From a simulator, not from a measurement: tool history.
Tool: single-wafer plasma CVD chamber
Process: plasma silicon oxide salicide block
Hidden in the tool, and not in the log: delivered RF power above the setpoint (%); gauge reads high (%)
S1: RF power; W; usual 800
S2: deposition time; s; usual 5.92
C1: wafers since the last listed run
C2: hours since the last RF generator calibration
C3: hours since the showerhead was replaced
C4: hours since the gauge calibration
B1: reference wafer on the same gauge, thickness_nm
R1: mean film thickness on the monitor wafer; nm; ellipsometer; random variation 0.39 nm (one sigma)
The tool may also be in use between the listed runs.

run    hour   S1    S2    C1      C2      C3      C4      B1      R1
  1     0.0  800  6.75     0   257.8  2101.1  1653.1  71.080  86.603
  2   226.5  710  5.92  8757   484.3  2327.6  1879.6  70.906  71.562
  3   334.4  735  5.40  4171   592.2  2435.5  1987.5  70.826  66.355
  4   420.4  735  5.40  3324   678.2  2521.5  2073.5  70.927  65.960
  5   471.2  735  5.40  1964   729.0  2572.3  2124.3  70.837  65.532
  6   566.6  860  5.92  3688   824.4  2667.7  2219.7  70.873  76.196
  7   663.9  860  5.92  3761   921.7  2765.0  2317.0  71.024  75.564
  8   755.4  860  5.92  3537  1013.2  2856.5  2408.5  71.053  75.488
  9   801.6  800  5.34  1786  1059.4  2902.7  2454.7  70.966  67.024
 10   844.7  800  5.34  1666  1102.5  2945.8  2497.8  70.863  67.194
 11   914.2  800  5.34  2687  1172.0  3015.3  2567.3  70.958  66.477
 12   968.2  800  5.92  2087  1226.0  3069.3  2621.3  70.924  73.704
      986.7  -- gauge calibrated
 13  1014.6  800  5.92  1793  1272.4  3115.7    27.9  70.875  73.385
 14  1057.8  800  5.92  1670  1315.6  3158.9    71.1  71.124  73.320
 15  1130.0  800  5.92  2791  1387.8  3231.1   143.3  71.008  74.223
 16  1194.2  800  5.92  2482  1452.0  3295.3   207.5  70.935  73.817
 17  1233.1  800  6.63  1503  1490.9  3334.2   246.4  71.163  82.412
 18  1275.4  920  6.76  1635  1533.2  3376.5   288.7  70.790  89.128
 19  1314.3  800  5.92  1503  1572.1  3415.4   327.6  71.017  74.131
 20  1363.6  850  4.80  1906  1621.4  3464.7   376.9  71.030  61.049
     1434.2  -- showerhead replaced
 21  1470.7  800  5.92  3831  1728.5    36.5   484.0  71.185  73.860
 22  1655.3  645  6.86  7137  1913.1   221.1   668.6  70.925  79.353
 23  1698.6  800  6.53  1674  1956.4   264.4   711.9  70.907  80.831
     1743.3  -- RF generator calibrated
 24  1776.9  895  4.97  2717    33.6   342.7   790.2  71.039  65.403
 25  1881.6  845  6.77  4047   138.3   447.4   894.9  70.876  87.531
 26  1962.5  645  4.84  3127   219.2   528.3   975.8  71.060  56.479
 27  2015.3  925  4.89  2041   272.0   581.1  1028.6  71.054  64.676
 28  2059.1  800  6.81  1693   315.8   624.9  1072.4  71.179  85.193
 29  2111.0  655  7.10  2006   367.7   676.8  1124.3  70.909  83.467
 30  2209.5  800  5.92  3808   466.2   775.3  1222.8  70.813  74.228
 31  2268.5  800  5.47  2281   525.2   834.3  1281.8  70.845  68.302
 32  2309.4  720  5.22  1581   566.1   875.2  1322.7  70.961  62.809
 33  2352.1  800  5.92  1650   608.8   917.9  1365.4  70.885  74.236
 34  2399.4  930  5.92  1828   656.1   965.2  1412.7  71.088  77.449
 35  2486.3  645  6.86  3359   743.0  1052.1  1499.6  71.063  79.540

The same runs without the tool's hidden state, with the same run-to-run variation:
run      R1
  1  87.327
  2  72.539
  3  67.394
  4  67.087
  5  66.701
  6  77.655
  7  77.099
  8  77.095
  9  68.481
 10  68.681
 11  67.986
 12  75.408
 13  75.107
 14  75.062
 15  76.020
 16  75.632
 17  84.455
 18  91.356
 19  75.998
 20  62.600
 21  75.769
 22  81.452
 23  82.979
 24  65.814
 25  88.392
 26  57.174
 27  65.567
 28  86.464
 29  84.820
 30  75.594
 31  69.641
 32  64.089
 33  75.806
 34  79.149
 35  81.392

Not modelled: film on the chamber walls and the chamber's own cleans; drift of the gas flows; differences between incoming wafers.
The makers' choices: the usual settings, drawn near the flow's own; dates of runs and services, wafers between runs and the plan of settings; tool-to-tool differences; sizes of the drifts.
